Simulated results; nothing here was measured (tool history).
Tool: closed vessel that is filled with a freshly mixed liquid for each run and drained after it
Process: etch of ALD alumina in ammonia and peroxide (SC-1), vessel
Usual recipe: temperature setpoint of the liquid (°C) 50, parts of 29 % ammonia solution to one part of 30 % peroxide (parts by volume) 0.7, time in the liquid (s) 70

run,hour,temperature setpoint of the liquid (°C),parts of 29 % ammonia solution to one part of 30 % peroxide (parts by volume),time in the liquid (s),wafers since the last listed run,hours since the thermometer was replaced,hours since the ammonia flow meter was replaced,hours since the drum of ammonia solution was connected,hours since the gauge calibration,"read-back film thickness of the ALD alumina reference wafer, read on the same gauge (nm)",thickness taken off the ALD alumina on a monitor wafer (nm)
1,0,43,0.7,100,0,2001.4,501.5,389.2,1223,40.02,5.061
2,52.7,43,0.7,100,7643,2054.1,554.2,441.9,1275.7,39.989,5.05
3,88.1,43,0.7,100,5134,2089.5,589.6,477.3,1311.1,39.99,5.012
4,130.6,50,0.7,70,6164,2132,632.1,519.8,1353.6,40.009,5.267
5,167.6,50,0.7,70,5366,2169,669.1,556.8,1390.6,40.019,5.202
6,193.1,50,0.6,95,3698,2194.5,694.6,582.3,1416.1,40,7.015
7,234.9,50,0.6,95,6062,2236.3,736.4,624.1,1457.9,40.004,7.014
8,297.3,50,0.6,95,9050,2298.7,798.8,686.5,1520.3,39.991,7.076
9,342.8,50,1.05,70,6599,2344.2,844.3,732,1565.8,40.007,5.445
10,426.6,50,0.7,70,12154,2428,928.1,815.8,1649.6,40.008,5.201
# hour 476.7: ammonia flow meter replaced
# hour 505.7: gauge calibrated
11,555,59.5,0.9,85,18478,2556.4,78.3,944.2,49.3,39.997,10.848
# hour 573.6: new drum of ammonia solution connected
12,621.6,53,0.7,40,9514,2623,144.9,48,115.9,39.99,3.531
13,686.1,40.5,0.95,70,9355,2687.5,209.4,112.5,180.4,40.005,3.123
# hour 746.7: thermometer replaced
14,751.5,46,0.7,100,9340,4.8,274.8,177.9,245.8,39.943,6.005
15,812.4,56.5,0.5,70,8833,65.7,335.7,238.8,306.7,40.001,7.222
16,840.5,57,0.7,70,4075,93.8,363.8,266.9,334.8,40.014,7.619

Predict the results of run 17:
17,892.8,44.5,0.7,55,7585,146.1,416.1,319.2,387.1,?,?

read-back film thickness of the ALD alumina reference wafer, read on the same gauge (nm): 40.017
thickness taken off the ALD alumina on a monitor wafer (nm): 3.039
Were there no unlogged condition in the tool, this run, its random variation unchanged, would have produced thickness taken off the ALD alumina on a monitor wafer (nm) 3.039.

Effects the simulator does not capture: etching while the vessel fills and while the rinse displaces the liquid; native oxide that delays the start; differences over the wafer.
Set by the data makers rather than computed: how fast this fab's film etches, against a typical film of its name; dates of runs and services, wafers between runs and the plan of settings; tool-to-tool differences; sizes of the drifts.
